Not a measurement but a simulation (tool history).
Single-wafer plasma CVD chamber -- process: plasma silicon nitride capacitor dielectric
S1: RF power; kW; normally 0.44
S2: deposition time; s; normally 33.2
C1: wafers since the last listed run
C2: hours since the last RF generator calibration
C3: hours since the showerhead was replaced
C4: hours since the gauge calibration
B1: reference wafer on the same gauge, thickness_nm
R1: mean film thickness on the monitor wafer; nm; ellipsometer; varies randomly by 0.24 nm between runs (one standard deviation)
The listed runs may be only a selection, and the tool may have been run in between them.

run   hour     S1    S2    C1      C2      C3     C4      B1      R1
  1      0   0.49  33.2     0  1876.5  2654.4   83.8  41.687  47.669
  2   15.6   0.49  33.2   516  1892.1    2670   99.4  41.801   47.38
  3   23.2   0.44  35.3   251  1899.7  2677.6    107  41.653  48.764
  4     40   0.44  33.2   556  1916.5  2694.4  123.8  41.692  46.683
  5   46.8   0.44  33.2   225  1923.3  2701.2  130.6   41.72  46.147
  6     63   0.44  37.7   536  1939.5  2717.4  146.8  41.649  52.325
  7   70.7   0.44  37.7   255  1947.2  2725.1  154.5  41.649  52.298
  8   81.6   0.44  37.7   361  1958.1    2736  165.4  41.688  52.152
  9   89.7   0.44  35.2   268  1966.2  2744.1  173.5  41.634  48.909
 10   99.3   0.44  35.2   318  1975.8  2753.7  183.1   41.62  48.957
 11  114.7   0.44  35.2   510  1991.2  2769.1  198.5  41.712  49.119
 12  157.8   0.44  33.2  1427  2034.3  2812.2  241.6   41.73  45.844
 13  174.5   0.44  33.2   553    2051  2828.9  258.3  41.752  45.682
 14  187.2   0.38  36.9   420  2063.7  2841.6    271  41.709    49.1
 15  198.2   0.44  33.2   364  2074.7  2852.6    282  41.691  46.178
     210.1  -- gauge calibrated
     220.6  -- RF generator calibrated
 16  221.1  0.465  33.2   493     0.5  2875.5     11  41.593  47.018
 17  224.7  0.415  33.2   119     4.1  2879.1   14.6  41.697  45.041
 18  235.5   0.38  36.9   357    14.9  2889.9   25.4  41.676  48.968
 19  242.3   0.44  36.1   225    21.7  2896.7   32.2  41.703   50.13
       254  -- showerhead replaced
 20  259.1  0.405    29   291    38.5     5.1     49  41.736  39.823
 21  273.6   0.44  33.2   480      53    19.6   63.5  41.644   46.12
 22  289.9   0.44  35.2   539    69.3    35.9   79.8  41.772  48.917
 23  305.6   0.52  33.2   520      85    51.6   95.5  41.713  48.137
 24  314.2    0.5  30.6   284    93.6    60.2  104.1  41.672  44.362
 25  327.9  0.485  37.6   453   107.3    73.9  117.8  41.714  53.745
 26  336.5   0.44  29.2   284   115.9    82.5  126.4  41.638  40.718
 27  353.5   0.38  36.9   563   132.9    99.5  143.4  41.745  49.181
 28  360.8  0.365  29.8   241   140.2   106.8  150.7   41.65  39.508
 29  368.6   0.44  33.2   258     148   114.6  158.5  41.709  46.046

Take each entry between the runs: how does the hidden state at the last listed run before it differ from the hidden state at the first listed run after it?
From run 15 to run 16: gauge calibrated (hour 210.1); RF generator calibrated (hour 220.6)
  the hidden state is the same at both runs
From run 19 to run 20: showerhead replaced (hour 254)
  the hidden state is the same at both runs
